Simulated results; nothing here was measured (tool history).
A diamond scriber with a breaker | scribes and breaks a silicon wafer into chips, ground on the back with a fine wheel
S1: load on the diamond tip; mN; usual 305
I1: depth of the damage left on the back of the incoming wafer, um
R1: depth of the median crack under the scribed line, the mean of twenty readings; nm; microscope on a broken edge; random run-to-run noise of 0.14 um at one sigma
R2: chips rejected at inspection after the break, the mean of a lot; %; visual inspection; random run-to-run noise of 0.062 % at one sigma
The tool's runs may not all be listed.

{"run": 1, "day": 0.0, "S1": 305, "I1": 2.86, "R1": 10310, "R2": 4.18}
{"run": 2, "day": 1.033, "S1": 305, "I1": 2.79, "R1": 10520, "R2": 3.56}
{"run": 3, "day": 1.717, "S1": 237, "I1": 1.92, "R1": 9470, "R2": 8.12}
{"run": 4, "day": 2.4, "S1": 237, "I1": 2.22, "R1": 9410, "R2": 8.38}
{"run": 5, "day": 3.146, "S1": 237, "I1": 2.74, "R1": 9530, "R2": 10.08}
{"run": 6, "day": 3.958, "S1": 338, "I1": 2.39, "R1": 10800, "R2": 2.18}
{"run": 7, "day": 4.788, "S1": 338, "I1": 2.25, "R1": 10650, "R2": 1.81}
{"run": 8, "day": 6.138, "S1": 305, "I1": 2.32, "R1": 10010, "R2": 3.5}
{"run": 9, "day": 6.883, "S1": 305, "I1": 1.99, "R1": 10150, "R2": 3.15}
{"run": 10, "day": 8.033, "S1": 305, "I1": 3, "R1": 10170, "R2": 5.11}
{"run": 11, "day": 8.612, "S1": 305, "I1": 2.57, "R1": 10000, "R2": 4.45}
{"run": 12, "day": 9.342, "S1": 243, "I1": 2.51, "R1": 9320, "R2": 10.43}
{"run": 13, "day": 10.433, "S1": 243, "I1": 2.7, "R1": 9330, "R2": 10.67}
{"run": 14, "day": 11.4, "S1": 238, "I1": 2.37, "R1": 9080, "R2": 11.69}
{"run": 15, "day": 12.283, "S1": 216, "I1": 1.94, "R1": 8960, "R2": 14.39}
{"run": 16, "day": 13.579, "S1": 245, "I1": 2.59, "R1": 9070, "R2": 10.61}
{"day": 13.817, "done": "load on the tip recalibrated"}
{"run": 17, "day": 14.712, "S1": 271, "I1": 2.11, "R1": 9570, "R2": 8.39}
{"day": 15.329, "done": "diamond tip replaced by a new one"}
{"run": 18, "day": 15.762, "S1": 216, "I1": 1.73, "R1": 10020, "R2": 5.02}
{"run": 19, "day": 16.421, "S1": 221, "I1": 2.23, "R1": 9870, "R2": 4.83}
{"run": 20, "day": 17.429, "S1": 334, "I1": 2.59, "R1": 11340, "R2": 1.84}
{"run": 21, "day": 18.688, "S1": 305, "I1": 1.69, "R1": 10930, "R2": 0.93}
{"run": 22, "day": 19.221, "S1": 231, "I1": 2.4, "R1": 10080, "R2": 5.14}
{"run": 23, "day": 20.033, "S1": 346, "I1": 1.71, "R1": 11780, "R2": 1.15}
{"run": 24, "day": 20.942, "S1": 240, "I1": 2.57, "R1": 10050, "R2": 4.64}
{"run": 25, "day": 23.625, "S1": 382, "I1": 2.68, "R1": 12080, "R2": 2.87}
{"run": 26, "day": 24.65, "S1": 252, "I1": 2.13, "R1": 9950, "R2": 3.85}

Consider 5 possible next runs. They are alternatives, not a sequence: every one starts from the tool as it was left by run 26. What does each give?
{"run": "A", "day": 24.679, "S1": 248, "I1": 1.69, "R1": "?", "R2": "?"}
{"run": "B", "day": 24.679, "S1": 375, "I1": 1.69, "R1": "?", "R2": "?"}
{"run": "C", "day": 24.679, "S1": 364, "I1": 1.69, "R1": "?", "R2": "?"}
{"run": "D", "day": 24.679, "S1": 356, "I1": 1.69, "R1": "?", "R2": "?"}
{"run": "E", "day": 24.679, "S1": 251, "I1": 1.69, "R1": "?", "R2": "?"}

run=A R1=10060 R2=3.63
run=B R1=11760 R2=1.62
run=C R1=11620 R2=1.32
run=D R1=11510 R2=1.16
run=E R1=10100 R2=3.42
With no hidden state in the tool, these same runs would have given:
run=A R1=10330 R2=2.41
run=B R1=12080 R2=2.52
run=C R1=11930 R2=2.07
run=D R1=11830 R2=1.78
run=E R1=10380 R2=2.25

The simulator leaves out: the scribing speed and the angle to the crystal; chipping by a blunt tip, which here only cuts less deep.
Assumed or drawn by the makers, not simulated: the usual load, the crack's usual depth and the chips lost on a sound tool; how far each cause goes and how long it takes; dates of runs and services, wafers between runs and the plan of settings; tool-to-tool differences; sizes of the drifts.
